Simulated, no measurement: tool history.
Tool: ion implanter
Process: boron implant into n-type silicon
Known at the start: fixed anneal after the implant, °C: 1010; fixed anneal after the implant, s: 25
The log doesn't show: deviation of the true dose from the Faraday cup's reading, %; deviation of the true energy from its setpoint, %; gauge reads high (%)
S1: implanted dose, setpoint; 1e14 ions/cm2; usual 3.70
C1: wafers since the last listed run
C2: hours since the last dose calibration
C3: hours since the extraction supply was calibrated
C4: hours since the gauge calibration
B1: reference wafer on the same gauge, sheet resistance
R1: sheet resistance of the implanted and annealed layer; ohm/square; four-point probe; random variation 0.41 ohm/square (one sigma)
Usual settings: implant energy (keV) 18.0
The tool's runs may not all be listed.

{"run": 1, "hour": 0.0, "S1": 3.7, "implant energy (keV)": 18.0, "C1": 0, "C2": 1615.8, "C3": 1970.0, "C4": 170.1, "B1": 214.92, "R1": 279.99}
{"run": 2, "hour": 14.2, "S1": 3.7, "implant energy (keV)": 18.0, "C1": 238, "C2": 1630.0, "C3": 1984.2, "C4": 184.3, "B1": 214.9, "R1": 279.65}
{"run": 3, "hour": 29.6, "S1": 2.93, "implant energy (keV)": 18.0, "C1": 259, "C2": 1645.4, "C3": 1999.6, "C4": 199.7, "B1": 214.96, "R1": 337.67}
{"run": 4, "hour": 38.7, "S1": 2.93, "implant energy (keV)": 18.0, "C1": 153, "C2": 1654.5, "C3": 2008.7, "C4": 208.8, "B1": 214.99, "R1": 337.88}
{"run": 5, "hour": 48.4, "S1": 3.7, "implant energy (keV)": 21.0, "C1": 163, "C2": 1664.2, "C3": 2018.4, "C4": 218.5, "B1": 214.9, "R1": 275.58}
{"run": 6, "hour": 65.6, "S1": 3.7, "implant energy (keV)": 18.0, "C1": 289, "C2": 1681.4, "C3": 2035.6, "C4": 235.7, "B1": 215.11, "R1": 279.53}
{"run": 7, "hour": 94.0, "S1": 3.7, "implant energy (keV)": 18.0, "C1": 477, "C2": 1709.8, "C3": 2064.0, "C4": 264.1, "B1": 214.92, "R1": 280.05}
{"run": 8, "hour": 104.1, "S1": 3.7, "implant energy (keV)": 18.0, "C1": 169, "C2": 1719.9, "C3": 2074.1, "C4": 274.2, "B1": 215.17, "R1": 280.65}
{"run": 9, "hour": 119.8, "S1": 3.7, "implant energy (keV)": 18.0, "C1": 264, "C2": 1735.6, "C3": 2089.8, "C4": 289.9, "B1": 215.17, "R1": 279.84}
{"run": 10, "hour": 132.7, "S1": 2.99, "implant energy (keV)": 18.0, "C1": 217, "C2": 1748.5, "C3": 2102.7, "C4": 302.8, "B1": 215.04, "R1": 331.89}
{"run": 11, "hour": 148.5, "S1": 2.99, "implant energy (keV)": 18.0, "C1": 265, "C2": 1764.3, "C3": 2118.5, "C4": 318.6, "B1": 214.82, "R1": 332.23}
{"run": 12, "hour": 157.7, "S1": 3.7, "implant energy (keV)": 18.0, "C1": 154, "C2": 1773.5, "C3": 2127.7, "C4": 327.8, "B1": 214.96, "R1": 279.4}
{"run": 13, "hour": 170.3, "S1": 4.42, "implant energy (keV)": 20.0, "C1": 212, "C2": 1786.1, "C3": 2140.3, "C4": 340.4, "B1": 215.09, "R1": 240.4}
{"run": 14, "hour": 187.0, "S1": 3.7, "implant energy (keV)": 22.0, "C1": 281, "C2": 1802.8, "C3": 2157.0, "C4": 357.1, "B1": 214.93, "R1": 274.71}
{"hour": 204.2, "done": "gauge calibrated"}
{"run": 15, "hour": 204.3, "S1": 4.07, "implant energy (keV)": 13.0, "C1": 291, "C2": 1820.1, "C3": 2174.3, "C4": 0.1, "B1": 215.11, "R1": 268.15}
{"hour": 215.1, "done": "Faraday cup replaced and dose calibrated"}
{"run": 16, "hour": 215.6, "S1": 4.42, "implant energy (keV)": 20.0, "C1": 55, "C2": 0.5, "C3": 2185.6, "C4": 11.4, "B1": 214.89, "R1": 230.36}
{"run": 17, "hour": 227.2, "S1": 3.7, "implant energy (keV)": 22.0, "C1": 195, "C2": 12.1, "C3": 2197.2, "C4": 23.0, "B1": 214.89, "R1": 262.78}
{"run": 18, "hour": 258.8, "S1": 4.03, "implant energy (keV)": 15.5, "C1": 531, "C2": 43.7, "C3": 2228.8, "C4": 54.6, "B1": 214.9, "R1": 255.45}
{"hour": 267.6, "done": "extraction supply calibrated"}
{"run": 19, "hour": 275.8, "S1": 3.7, "implant energy (keV)": 13.0, "C1": 151, "C2": 60.7, "C3": 8.2, "C4": 71.6, "B1": 215.12, "R1": 279.37}
{"run": 20, "hour": 292.1, "S1": 4.42, "implant energy (keV)": 18.0, "C1": 274, "C2": 77.0, "C3": 24.5, "C4": 87.9, "B1": 214.95, "R1": 233.89}
{"run": 21, "hour": 305.7, "S1": 4.33, "implant energy (keV)": 13.0, "C1": 228, "C2": 90.6, "C3": 38.1, "C4": 101.5, "B1": 214.96, "R1": 245.54}
{"run": 22, "hour": 317.9, "S1": 3.7, "implant energy (keV)": 18.0, "C1": 205, "C2": 102.8, "C3": 50.3, "C4": 113.7, "B1": 215.11, "R1": 270.46}
{"run": 23, "hour": 327.7, "S1": 4.59, "implant energy (keV)": 22.5, "C1": 164, "C2": 112.6, "C3": 60.1, "C4": 123.5, "B1": 214.99, "R1": 222.34}

Forecast run 24:
{"run": 24, "hour": 339.3, "S1": 2.69, "implant energy (keV)": 20.5, "C1": 195, "C2": 124.2, "C3": 71.7, "C4": 135.1, "B1": "?", "R1": "?"}

B1: 214.96
R1: 345.89 ohm/square
Without the tool's hidden state the same run would have given R1 343.93 ohm/square.

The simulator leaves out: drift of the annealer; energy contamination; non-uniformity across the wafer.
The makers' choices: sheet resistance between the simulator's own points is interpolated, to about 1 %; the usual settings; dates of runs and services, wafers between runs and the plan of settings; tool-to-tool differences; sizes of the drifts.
